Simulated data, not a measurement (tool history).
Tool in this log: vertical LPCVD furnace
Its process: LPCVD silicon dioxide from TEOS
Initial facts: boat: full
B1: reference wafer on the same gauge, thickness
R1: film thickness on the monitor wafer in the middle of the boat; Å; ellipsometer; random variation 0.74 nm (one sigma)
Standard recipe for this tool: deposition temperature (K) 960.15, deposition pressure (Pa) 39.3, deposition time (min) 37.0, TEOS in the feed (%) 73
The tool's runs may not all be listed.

Run 1, hour 0.0: usual settings; B1 217.48. Result: R1 1910.6 Å.
Run 2, hour 62.0: usual settings; B1 217.94. Result: R1 1919.7 Å.
Run 3, hour 113.9: usual settings; B1 217.91. Result: R1 1913.3 Å.
Run 4, hour 149.5: usual settings; B1 218.60. Result: R1 1928.9 Å.
Run 5, hour 182.6: usual settings; B1 218.57. Result: R1 1936.4 Å.
Run 6, hour 211.7: usual settings; B1 218.94. Result: R1 1929.7 Å.
Run 7, hour 280.6: usual settings but deposition pressure (Pa) 44.0, TEOS in the feed (%) 79; B1 219.38. Result: R1 2122.0 Å.
At hour 365.5: thermocouples replaced and temperature profile calibrated.
Run 8, hour 366.0: usual settings but deposition pressure (Pa) 44.0, TEOS in the feed (%) 79; B1 219.96. Result: R1 2137.2 Å.
At hour 411.4: TEOS flow controller replaced.
Run 9, hour 418.3: usual settings; B1 220.36. Result: R1 1954.7 Å.
At hour 437.4: gauge calibrated.
Run 10, hour 477.3: usual settings but deposition temperature (K) 957.15, deposition pressure (Pa) 46.7, deposition time (min) 31.5; B1 208.66. Result: R1 1599.7 Å.
Run 11, hour 513.9: usual settings but deposition time (min) 31.0, TEOS in the feed (%) 62; B1 208.34. Result: R1 1418.4 Å.
Run 12, hour 566.7: usual settings but deposition time (min) 43.0; B1 208.52. Result: R1 2144.0 Å.
Run 13, hour 629.6: usual settings but deposition time (min) 43.0; B1 208.58. Result: R1 2147.1 Å.
At hour 661.1: pressure gauge zeroed.
Run 14, hour 726.0: usual settings but deposition pressure (Pa) 48.0, deposition time (min) 45.5, TEOS in the feed (%) 68; B1 208.77. Result: R1 2390.2 Å.
Run 15, hour 767.1: usual settings but deposition pressure (Pa) 42.7, deposition time (min) 32.0; B1 208.50. Result: R1 1661.2 Å.
Run 16, hour 797.8: usual settings; B1 208.91. Result: R1 1831.5 Å.
Run 17, hour 860.6: usual settings but deposition time (min) 50.0; B1 208.59. Result: R1 2505.6 Å.
Run 18, hour 905.8: usual settings but deposition time (min) 32.0; B1 208.91. Result: R1 1594.5 Å.
Run 19, hour 973.6: usual settings; B1 208.77. Result: R1 1846.3 Å.
Run 20, hour 1018.4: usual settings but TEOS in the feed (%) 68; B1 208.87. Result: R1 1777.0 Å.
Run 21, hour 1055.6: usual settings but deposition temperature (K) 968.15, deposition pressure (Pa) 30.7, deposition time (min) 49.0; B1 209.04. Result: R1 2595.7 Å.
Run 22, hour 1109.2: usual settings but deposition temperature (K) 967.15; B1 209.20. Result: R1 2158.6 Å.
Run 23, hour 1143.3: usual settings; B1 209.46. Result: R1 1850.6 Å.
Run 24, hour 1233.0: usual settings but TEOS in the feed (%) 62; B1 209.69. Result: R1 1716.7 Å.
Run 25, hour 1260.2: usual settings but deposition pressure (Pa) 31.3, TEOS in the feed (%) 63; B1 209.13. Result: R1 1528.7 Å.
Run 26, hour 1316.3: usual settings but deposition temperature (K) 972.15, deposition pressure (Pa) 43.3, TEOS in the feed (%) 81; B1 209.57. Result: R1 2695.5 Å.
Run 27, hour 1367.9: usual settings but deposition pressure (Pa) 42.7, deposition time (min) 23.5; B1 209.60. Result: R1 1220.7 Å.
Run 28, hour 1421.2: usual settings but TEOS in the feed (%) 82; B1 210.03. Result: R1 1974.7 Å.
Run 29, hour 1489.8: usual settings but deposition pressure (Pa) 47.3; B1 210.07. Result: R1 2025.6 Å.
Run 30, hour 1515.0: usual settings but deposition temperature (K) 953.15; B1 210.38. Result: R1 1575.6 Å.
Run 31, hour 1542.7: usual settings; B1 210.51. Result: R1 1857.0 Å.

Selected run-to-run steps in R1, each split into two signed amounts: the part the tool would show with no hidden state at all (from settings, incoming material and random variation), and the remainder, which goes to the hidden state together with any gauge scatter not common to the measured and the hidden-state-free results:
Hidden state present: true tube temperature minus thermocouple reading, K; true pressure minus gauge reading, mTorr; deviation of the TEOS flow from its setpoint, %; gauge reads high (%).
Run 6 -> 7: deposition pressure (Pa) 39.3 -> 44.0, TEOS in the feed (%) 73 -> 79. R1 +192.3 Å: hidden state +12.7, all else +179.6.
Run 7 -> 8: thermocouples replaced and temperature profile calibrated. R1 +15.2 Å: hidden state +7.0, all else +8.2.
Run 9 -> 10: deposition temperature (K) 960.15 -> 957.15, deposition pressure (Pa) 39.3 -> 46.7, deposition time (min) 37.0 -> 31.5, gauge calibrated. R1 -355.0 Å: hidden state -104.0, all else -251.0.
Run 17 -> 18: deposition time (min) 50.0 -> 32.0. R1 -911.1 Å: hidden state +5.5, all else -916.6.
Run 25 -> 26: deposition temperature (K) 960.15 -> 972.15, deposition pressure (Pa) 31.3 -> 43.3, TEOS in the feed (%) 63 -> 81. R1 +1166.8 Å: hidden state -0.6, all else +1167.4.
Run 26 -> 27: deposition temperature (K) 972.15 -> 960.15, deposition pressure (Pa) 43.3 -> 42.7, deposition time (min) 37.0 -> 23.5, TEOS in the feed (%) 81 -> 73. R1 -1474.8 Å: hidden state +2.9, all else -1477.7.
